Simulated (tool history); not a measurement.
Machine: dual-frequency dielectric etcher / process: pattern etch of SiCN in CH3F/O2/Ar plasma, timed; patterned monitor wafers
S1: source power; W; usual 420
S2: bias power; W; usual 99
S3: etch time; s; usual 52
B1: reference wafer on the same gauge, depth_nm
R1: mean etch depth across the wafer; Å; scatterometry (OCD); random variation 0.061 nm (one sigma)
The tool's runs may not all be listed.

Run 1, hour 0: usual settings; B1 21.79. Result: R1 212.3 Å.
Run 2, hour 14: usual settings; B1 21.79. Result: R1 212.9 Å.
Run 3, hour 28.1: usual settings; B1 21.8. Result: R1 212.1 Å.
Run 4, hour 60.4: usual settings but S2 115 W, S3 43.5 s; B1 21.81. Result: R1 187 Å.
Run 5, hour 92.1: usual settings but S2 115 W, S3 43.5 s; B1 21.81. Result: R1 188.5 Å.
Run 6, hour 109.7: usual settings but S2 114 W, S3 60.5 s; B1 21.78. Result: R1 261.7 Å.
At hour 130.8: source power generator calibrated.
Run 7, hour 132.8: usual settings but S2 118 W; B1 21.79. Result: R1 229.2 Å.
Run 8, hour 157.4: usual settings but S3 39 s; B1 21.78. Result: R1 161.8 Å.
At hour 165.3: gauge calibrated.
At hour 196.6: wet clean of the chamber.
Run 9, hour 197.1: usual settings but S1 450 W, S2 82 W, S3 38.5 s; B1 21.78. Result: R1 143.3 Å.
At hour 231.4: upper electrode replaced.
At hour 246: bias power generator calibrated.
At hour 253.8: wet clean of the chamber, repeated, since the last time left the tool worse.
Run 10, hour 254.3: usual settings but S1 370 W, S2 112 W, S3 45 s; B1 21.8. Result: R1 176.3 Å.
Run 11, hour 254.8: usual settings; B1 21.8. Result: R1 209.7 Å.
Run 12, hour 273.5: usual settings but S2 118 W; B1 21.79. Result: R1 222.1 Å.
Run 13, hour 295.1: usual settings but S1 380 W, S2 90 W, S3 60 s; B1 21.82. Result: R1 222.6 Å.
Run 14, hour 330.6: usual settings but S1 350 W, S2 81 W, S3 64 s; B1 21.79. Result: R1 220.5 Å.
Run 15, hour 345: usual settings but S3 64 s; B1 21.8. Result: R1 259.1 Å.

Alternative continuations, all from the tool just after run 15; predict every row:
Run A, hour 345.4: usual settings but S2 123 W; B1 ?. Result: R1 ?.
Run B, hour 345.4: usual settings but S1 370 W, S2 91 W, S3 58 s; B1 ?. Result: R1 ?.
Run C, hour 345.4: usual settings but S1 490 W, S2 92 W, S3 63.5 s; B1 ?. Result: R1 ?.
Run D, hour 345.4: usual settings but S1 450 W, S3 61.5 s; B1 ?. Result: R1 ?.
Run E, hour 345.4: usual settings but S3 40 s; B1 ?. Result: R1 ?.

run     B1     R1
  A  21.81  226.9
  B  21.81  214.5
  C  21.81  273.9
  D  21.81  259.6
  E  21.81  162.8
Without the tool's unlogged condition, the same runs would have read:
run     R1
  A  225.6
  B  213.3
  C  272.3
  D  258.1
  E  161.9
